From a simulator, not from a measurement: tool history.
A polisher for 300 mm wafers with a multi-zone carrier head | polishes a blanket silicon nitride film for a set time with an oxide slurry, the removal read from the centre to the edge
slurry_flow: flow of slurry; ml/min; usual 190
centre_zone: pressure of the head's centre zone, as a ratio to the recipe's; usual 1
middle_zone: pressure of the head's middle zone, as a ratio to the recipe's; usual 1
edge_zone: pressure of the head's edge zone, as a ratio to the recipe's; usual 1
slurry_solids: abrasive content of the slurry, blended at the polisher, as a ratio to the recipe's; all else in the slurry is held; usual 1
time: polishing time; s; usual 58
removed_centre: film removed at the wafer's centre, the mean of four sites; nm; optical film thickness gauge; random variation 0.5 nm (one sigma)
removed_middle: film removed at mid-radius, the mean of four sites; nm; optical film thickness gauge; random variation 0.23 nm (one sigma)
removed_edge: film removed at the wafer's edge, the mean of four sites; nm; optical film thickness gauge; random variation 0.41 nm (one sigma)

run,hour,slurry_flow,centre_zone,middle_zone,edge_zone,slurry_solids,time,"incoming thickness of the incoming film, nm",removed_centre,removed_middle,removed_edge
1,0,190,1,1,0.95,1,58,427.3,39.4,36.2,35
# hour 61.6: carrier head's membrane replaced by a new one
2,105.8,190,1,1,0.94,0.9,58,428,38.5,34.2,33
3,181.2,130,1,1.12,1,1,58,430.4,37.1,37.7,34.6
# hour 222.4: worn pad replaced by a new one, of another model than before
4,268.8,160,1,1,1,1,58,435.9,37.9,34.5,35.1
# hour 314.4: centre zone pressure recalibrated
5,324.7,190,0.88,0.93,1,1,41,428.9,23.2,24.3,25.4
# hour 331.1: slurry nozzle cleaned
6,367.1,190,1,1,1.1,1,67,435.7,43.4,42,42.9
7,432.3,165,1.09,1,1.08,1,52,430.1,36.4,31.4,33.1
8,509.2,190,1,1,1,1,58,427.6,36.9,36.3,36.7
9,600,190,1,1,1,0.8,58,428.8,34.8,32.3,31.9
10,664.3,190,1,1,1,1,58,423.8,37.9,36.4,35.7
# hour 741: carrier head's membrane replaced by a new one
# hour 756.9: worn pad replaced by a new one
11,757.4,135,1,1,1,1.2,58,432.2,36.7,35.5,36
12,792.2,190,1,1,1,1,58,426.1,38.6,36.1,36.1
13,858.2,190,1,1,1,1,58,428.6,38.8,36.3,35.6
14,932.8,190,1,0.96,1,1,58,423.6,38.7,35.3,36.1
# hour 1043: slurry nozzle cleaned
# hour 1092.7: edge zone pressure recalibrated
15,1209,190,1,1,1,1,73,429.8,50,45.8,45.6
16,1263.3,190,1.06,0.89,1.06,0.85,58,432.7,38.6,30.3,34.6
# hour 1303.2: worn pad replaced by a new one
17,1350.1,140,1,1,1,1,58,433.5,35.3,33.2,33.5
# hour 1375: carrier head's membrane replaced by a new one
18,1448.5,190,1,1,1,1,58,430.8,40.8,35.7,35.6
19,1538.2,190,1,1,1,1,58,429.8,41.4,36.3,36
# hour 1549.7: centre zone pressure recalibrated
20,1629.2,190,0.94,1,1.08,1,58,431.7,35.9,35.9,38
# hour 1674.6: slurry nozzle cleaned
21,1701.2,190,0.9,1,1,1.25,58,422.9,38.4,39.5,39.5
22,1800.6,190,1.03,1,0.89,0.8,40,431.4,24.4,22.4,21.1

3 ways to go on from here, each from the tool as it stands after run 22. What would each give?
A,1801,190,1,1,1,1,58,427.3,?,?,?
B,1801,150,1,1,1,0.85,75,427.3,?,?,?
C,1801,190,1,0.93,1.12,1,76,427.3,?,?,?

run,removed_centre,removed_middle,removed_edge
A,38.2,36.6,37
B,42.4,40.9,42.1
C,50,45.1,51.3
Without the tool's hidden state the same runs would have given:
run,removed_centre,removed_middle,removed_edge
A,37.3,36.6,37
B,41.3,40.9,42.1
C,48.8,45.1,51.3
